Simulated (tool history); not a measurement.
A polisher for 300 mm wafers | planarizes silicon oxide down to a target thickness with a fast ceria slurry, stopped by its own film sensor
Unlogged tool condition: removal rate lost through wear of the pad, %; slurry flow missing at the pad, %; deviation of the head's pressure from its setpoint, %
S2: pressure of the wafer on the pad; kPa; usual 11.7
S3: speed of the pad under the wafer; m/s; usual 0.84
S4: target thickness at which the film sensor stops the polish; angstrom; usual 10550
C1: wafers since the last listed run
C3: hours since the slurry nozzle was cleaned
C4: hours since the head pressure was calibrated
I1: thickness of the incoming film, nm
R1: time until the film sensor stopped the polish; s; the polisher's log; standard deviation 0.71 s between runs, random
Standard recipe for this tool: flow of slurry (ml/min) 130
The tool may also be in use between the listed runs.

run 1 hour=0 | flow_of_slurry_(ml/min)=130 S2=11.7 S3=0.84 S4=10550 | C1=0 wafers_polished_on_this_pad=79 C3=448.8 C4=1394.9 | I1=1672.8 | R1=94.5
run 2 hour=13.5 | flow_of_slurry_(ml/min)=130 S2=11.7 S3=0.84 S4=10550 | C1=118 wafers_polished_on_this_pad=197 C3=462.3 C4=1408.4 | I1=1679.9 | R1=96.9
run 3 hour=25.9 | flow_of_slurry_(ml/min)=130 S2=11.7 S3=0.84 S4=10550 | C1=108 wafers_polished_on_this_pad=306 C3=474.7 C4=1420.8 | I1=1679.3 | R1=96.8
run 4 hour=40.3 | flow_of_slurry_(ml/min)=130 S2=11.7 S3=0.84 S4=10550 | C1=126 wafers_polished_on_this_pad=432 C3=489.1 C4=1435.2 | I1=1675.8 | R1=95.4
run 5 hour=52.2 | flow_of_slurry_(ml/min)=130 S2=11.7 S3=0.84 S4=10550 | C1=104 wafers_polished_on_this_pad=536 C3=501 C4=1447.1 | I1=1679.6 | R1=97.9
run 6 hour=60.6 | flow_of_slurry_(ml/min)=130 S2=11.7 S3=0.84 S4=10550 | C1=73 wafers_polished_on_this_pad=610 C3=509.4 C4=1455.5 | I1=1662.5 | R1=96.7
run 7 hour=68.6 | flow_of_slurry_(ml/min)=130 S2=11.7 S3=0.84 S4=10550 | C1=70 wafers_polished_on_this_pad=680 C3=517.4 C4=1463.5 | I1=1702.1 | R1=101
run 8 hour=79.9 | flow_of_slurry_(ml/min)=130 S2=11.7 S3=0.84 S4=10550 | C1=99 wafers_polished_on_this_pad=779 C3=528.7 C4=1474.8 | I1=1689 | R1=100.6
run 9 hour=86.1 | flow_of_slurry_(ml/min)=115 S2=12.4 S3=0.84 S4=10550 | C1=54 wafers_polished_on_this_pad=833 C3=534.9 C4=1481 | I1=1686.7 | R1=99.8
-- hour=98.9 worn pad replaced by a new one
run 10 hour=101 | flow_of_slurry_(ml/min)=130 S2=11.7 S3=0.84 S4=10550 | C1=95 wafers_polished_on_this_pad=18 C3=549.8 C4=1495.9 | I1=1702.2 | R1=100.1
run 11 hour=133.4 | flow_of_slurry_(ml/min)=130 S2=10.3 S3=0.84 S4=10550 | C1=283 wafers_polished_on_this_pad=302 C3=582.2 C4=1528.3 | I1=1678.5 | R1=105.4
run 12 hour=140.2 | flow_of_slurry_(ml/min)=130 S2=10.3 S3=0.84 S4=10550 | C1=59 wafers_polished_on_this_pad=361 C3=589 C4=1535.1 | I1=1681.1 | R1=108.6
-- hour=153.4 head pressure recalibrated
run 13 hour=155.7 | flow_of_slurry_(ml/min)=130 S2=11.7 S3=0.84 S4=10550 | C1=118 wafers_polished_on_this_pad=480 C3=604.5 C4=2.3 | I1=1702.2 | R1=101.6
run 14 hour=168.8 | flow_of_slurry_(ml/min)=130 S2=11.7 S3=0.84 S4=10550 | C1=114 wafers_polished_on_this_pad=594 C3=617.6 C4=15.4 | I1=1718.4 | R1=105.8
run 15 hour=178.9 | flow_of_slurry_(ml/min)=130 S2=11.7 S3=0.84 S4=10550 | C1=88 wafers_polished_on_this_pad=683 C3=627.7 C4=25.5 | I1=1691.2 | R1=101.5
run 16 hour=194.9 | flow_of_slurry_(ml/min)=130 S2=11.7 S3=0.84 S4=10550 | C1=140 wafers_polished_on_this_pad=823 C3=643.7 C4=41.5 | I1=1699 | R1=102.8
-- hour=202.7 worn pad replaced by a new one
run 17 hour=208.6 | flow_of_slurry_(ml/min)=145 S2=14.5 S3=0.84 S4=10550 | C1=84 wafers_polished_on_this_pad=51 C3=657.4 C4=55.2 | I1=1687.1 | R1=80.3
run 18 hour=238 | flow_of_slurry_(ml/min)=130 S2=10.3 S3=0.6 S4=8600 | C1=257 wafers_polished_on_this_pad=309 C3=686.8 C4=84.6 | I1=1707.7 | R1=197.4
run 19 hour=246.2 | flow_of_slurry_(ml/min)=150 S2=11.7 S3=0.84 S4=10550 | C1=71 wafers_polished_on_this_pad=381 C3=695 C4=92.8 | I1=1708.7 | R1=97.4
run 20 hour=256.8 | flow_of_slurry_(ml/min)=160 S2=11.7 S3=0.58 S4=10550 | C1=92 wafers_polished_on_this_pad=474 C3=705.6 C4=103.4 | I1=1712.1 | R1=137.2
run 21 hour=273 | flow_of_slurry_(ml/min)=130 S2=11.7 S3=0.84 S4=12210 | C1=141 wafers_polished_on_this_pad=616 C3=721.8 C4=119.6 | I1=1702 | R1=77.3
run 22 hour=313 | flow_of_slurry_(ml/min)=130 S2=11.7 S3=0.84 S4=10550 | C1=350 wafers_polished_on_this_pad=966 C3=761.8 C4=159.6 | I1=1690.2 | R1=102.7
-- hour=318.8 worn pad replaced by a new one
run 23 hour=325.4 | flow_of_slurry_(ml/min)=130 S2=11.7 S3=0.84 S4=10550 | C1=73 wafers_polished_on_this_pad=57 C3=774.2 C4=172 | I1=1688 | R1=100.5
run 24 hour=342.5 | flow_of_slurry_(ml/min)=130 S2=11.7 S3=1.1 S4=10550 | C1=149 wafers_polished_on_this_pad=207 C3=791.3 C4=189.1 | I1=1688.5 | R1=78.1
run 25 hour=356.5 | flow_of_slurry_(ml/min)=130 S2=11.7 S3=1.04 S4=12150 | C1=122 wafers_polished_on_this_pad=329 C3=805.3 C4=203.1 | I1=1682.6 | R1=60.6
-- hour=360.5 slurry nozzle cleaned
run 26 hour=368.7 | flow_of_slurry_(ml/min)=105 S2=15.2 S3=0.64 S4=8660 | C1=98 wafers_polished_on_this_pad=427 C3=8.2 C4=215.3 | I1=1699.3 | R1=126.4
run 27 hour=382.4 | flow_of_slurry_(ml/min)=100 S2=11.7 S3=0.66 S4=10550 | C1=120 wafers_polished_on_this_pad=548 C3=21.9 C4=229 | I1=1687.1 | R1=118.9
run 28 hour=398.6 | flow_of_slurry_(ml/min)=175 S2=9.7 S3=0.84 S4=10550 | C1=141 wafers_polished_on_this_pad=689 C3=38.1 C4=245.2 | I1=1719.2 | R1=102.2
run 29 hour=414.3 | flow_of_slurry_(ml/min)=130 S2=11.7 S3=0.84 S4=10550 | C1=137 wafers_polished_on_this_pad=827 C3=53.8 C4=260.9 | I1=1688.1 | R1=92.7
-- hour=430.7 worn pad replaced by a new one
run 30 hour=431.2 | flow_of_slurry_(ml/min)=130 S2=9.7 S3=0.84 S4=11730 | C1=113 wafers_polished_on_this_pad=4 C3=70.7 C4=277.8 | I1=1667.5 | R1=80.6
run 31 hour=446.9 | flow_of_slurry_(ml/min)=130 S2=11.7 S3=1.1 S4=10550 | C1=137 wafers_polished_on_this_pad=141 C3=86.4 C4=293.5 | I1=1685.6 | R1=69.2
run 32 hour=496.4 | flow_of_slurry_(ml/min)=130 S2=11.7 S3=1.12 S4=10550 | C1=433 wafers_polished_on_this_pad=575 C3=135.9 C4=343 | I1=1690.7 | R1=71.3
run 33 hour=512.4 | flow_of_slurry_(ml/min)=170 S2=9.7 S3=1.02 S4=9020 | C1=140 wafers_polished_on_this_pad=715 C3=151.9 C4=359 | I1=1687.4 | R1=104.1
run 34 hour=518.6 | flow_of_slurry_(ml/min)=110 S2=11.7 S3=0.84 S4=10550 | C1=54 wafers_polished_on_this_pad=769 C3=158.1 C4=365.2 | I1=1704.9 | R1=101.1
-- hour=536.8 worn pad replaced by a new one
run 35 hour=537.3 | flow_of_slurry_(ml/min)=130 S2=15.2 S3=1.06 S4=10550 | C1=128 wafers_polished_on_this_pad=4 C3=176.8 C4=383.9 | I1=1673 | R1=60
run 36 hour=541.6 | flow_of_slurry_(ml/min)=130 S2=11.7 S3=1.08 S4=9330 | C1=37 wafers_polished_on_this_pad=42 C3=181.1 C4=388.2 | I1=1701.8 | R1=90.4
run 37 hour=552.9 | flow_of_slurry_(ml/min)=95 S2=9 S3=0.84 S4=11150 | C1=99 wafers_polished_on_this_pad=141 C3=192.4 C4=399.5 | I1=1661.7 | R1=107.7

For each entry between runs, how does the tool's hidden state at the last listed run before it compare with that at the first listed run after it?
Runs 9 to 10: worn pad replaced by a new one (hour 98.9)
  removal rate lost through wear of the pad, %: 2.63 -> 0.321; slurry flow missing at the pad, %: 34.2 -> 34.5
  measured less the result without the state, R1: +14.3 -> +11.2 s
Runs 12 to 13: head pressure recalibrated (hour 153.4)
  removal rate lost through wear of the pad, %: 0.739 -> 1.11; slurry flow missing at the pad, %: 35.2 -> 35.4
  measured less the result without the state, R1: +12.9 -> +12.5 s
Runs 16 to 17: worn pad replaced by a new one (hour 202.7)
  removal rate lost through wear of the pad, %: 2.58 -> 0.337; slurry flow missing at the pad, %: 36 -> 36.2
  measured less the result without the state, R1: +14.2 -> +8.7 s
Runs 22 to 23: worn pad replaced by a new one (hour 318.8)
  removal rate lost through wear of the pad, %: 3.31 -> 0.314; slurry flow missing at the pad, %: 37.2 -> 37.3
  measured less the result without the state, R1: +15.5 -> +12.6 s
Runs 25 to 26: slurry nozzle cleaned (hour 360.5)
  removal rate lost through wear of the pad, %: 0.652 -> 0.914; slurry flow missing at the pad, %: 37.6 -> 2.29
  measured less the result without the state, R1: +7.9 -> +2 s
Runs 29 to 30: worn pad replaced by a new one (hour 430.7)
  removal rate lost through wear of the pad, %: 2.54 -> 0.113; slurry flow missing at the pad, %: 8.25 -> 10.2
  measured less the result without the state, R1: +4.1 -> +2 s
Runs 34 to 35: worn pad replaced by a new one (hour 536.8)
  removal rate lost through wear of the pad, %: 2.01 -> 0.29; slurry flow missing at the pad, %: 18.6 -> 20.1
  measured less the result without the state, R1: +7.6 -> +3.3 s

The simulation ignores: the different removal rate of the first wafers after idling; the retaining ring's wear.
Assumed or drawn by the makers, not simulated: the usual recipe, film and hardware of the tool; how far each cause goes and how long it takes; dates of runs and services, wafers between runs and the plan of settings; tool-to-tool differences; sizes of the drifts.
